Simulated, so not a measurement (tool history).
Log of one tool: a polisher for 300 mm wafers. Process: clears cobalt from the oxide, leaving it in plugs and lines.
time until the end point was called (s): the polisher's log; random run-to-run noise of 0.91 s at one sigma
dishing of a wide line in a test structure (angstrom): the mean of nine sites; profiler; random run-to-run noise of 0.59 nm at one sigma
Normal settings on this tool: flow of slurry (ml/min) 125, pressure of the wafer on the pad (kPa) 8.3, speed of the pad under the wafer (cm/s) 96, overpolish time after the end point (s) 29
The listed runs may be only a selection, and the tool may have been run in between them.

run	hour	flow of slurry (ml/min)	pressure of the wafer on the pad (kPa)	speed of the pad under the wafer (cm/s)	overpolish time after the end point (s)	incoming thickness of the incoming film, nm	time until the end point was called (s)	dishing of a wide line in a test structure (angstrom)
1	0	110	8.3	96	29	295.4	87.8	466
2	49.2	125	9.7	96	29	296.7	76.5	490
# hour 134.4: head pressure recalibrated
3	148.7	125	8.3	96	21	291.5	89.9	396
# hour 182.6: worn pad replaced by a new one
4	228	125	8.3	96	21	295.1	94.9	371
5	309.1	115	8.3	96	29	291.6	94.7	447
6	388.4	115	8.3	96	29	296.8	98.4	443
7	487.7	125	8.3	96	29	296.5	97.9	430
8	567.9	135	8.3	116	29	296.2	81.6	484
# hour 596.7: worn pad replaced by a new one, repeated, since the last time left the tool worse
# hour 630: slurry nozzle cleaned
9	634.9	135	8.3	116	29	298.7	70	498
10	677.3	135	8.3	116	29	296.9	68.1	494
# hour 723.9: head pressure recalibrated
11	745.2	125	8.3	96	29	294.5	84.4	472
12	814.4	125	8.3	96	29	301.2	85.9	471
13	913	125	8.3	96	29	300.8	87.3	470
14	952.9	125	8.3	96	29	293.9	85.1	468
15	1051	95	8.3	96	29	297.2	92.1	441
# hour 1159.1: worn pad replaced by a new one
16	1159.6	155	8.3	130	29	292.8	59.7	526
# hour 1239.2: slurry nozzle cleaned
17	1249.3	160	8.3	96	29	291.9	80.4	475
# hour 1314.2: head pressure recalibrated
18	1333.8	105	6.2	128	29	293.2	83	457
19	1405.7	125	10.3	96	29	293.2	68.2	502
20	1442.2	125	8.3	96	29	296.6	84.8	466
21	1499.6	85	6.2	80	29	300.4	143.9	364
22	1551.5	100	8.3	96	12	297.7	88.6	264
23	1596.7	140	8.3	96	29	293.6	85.9	464
# hour 1673.2: worn pad replaced by a new one
24	1703	125	8.3	96	29	297.9	86.8	469
# hour 1774: slurry nozzle cleaned
25	1798.5	150	8.3	82	16	294.4	96.4	314
26	1902.2	125	9	96	15	294.1	79.9	339
27	1940.2	125	8.3	96	29	294.6	85	476
# hour 1943.6: head pressure recalibrated
28	1989.8	125	8.3	96	29	294.7	88.6	466
29	2042	145	8.3	128	38	296.9	64.7	555
30	2115.7	125	8.3	96	29	295.9	89	464
31	2186.2	125	8.3	96	29	297.4	89.4	458
# hour 2226.4: worn pad replaced by a new one
32	2270	155	6.9	96	16	298.8	95.4	314
# hour 2292.1: slurry nozzle cleaned
# hour 2506.8: head pressure recalibrated
33	2518.9	125	8.3	106	29	294.9	77.1	478
34	2574.8	125	8.3	96	29	290.2	85.1	479

The tool's hidden state at each run:
slurry flow missing at the pad, %: 0 at every run
deviation of the head's pressure from its setpoint, %: 0 at every run
H1: removal rate lost through wear of the pad, %
run	H1
1	3.08
2	3.87
3	5.74
4	12.4
5	12.7
6	13.2
7	14.2
8	15.3
9	0.414
10	0.512
11	0.814
12	1.31
13	2.33
14	2.85
15	4.39
16	0.722
17	0.88
18	1.31
19	1.9
20	2.28
21	2.97
22	3.71
23	4.44
24	1.54
25	1.83
26	2.55
27	2.91
28	3.47
29	4.17
30	5.33
31	6.64
32	0.608
33	2.23
34	2.93

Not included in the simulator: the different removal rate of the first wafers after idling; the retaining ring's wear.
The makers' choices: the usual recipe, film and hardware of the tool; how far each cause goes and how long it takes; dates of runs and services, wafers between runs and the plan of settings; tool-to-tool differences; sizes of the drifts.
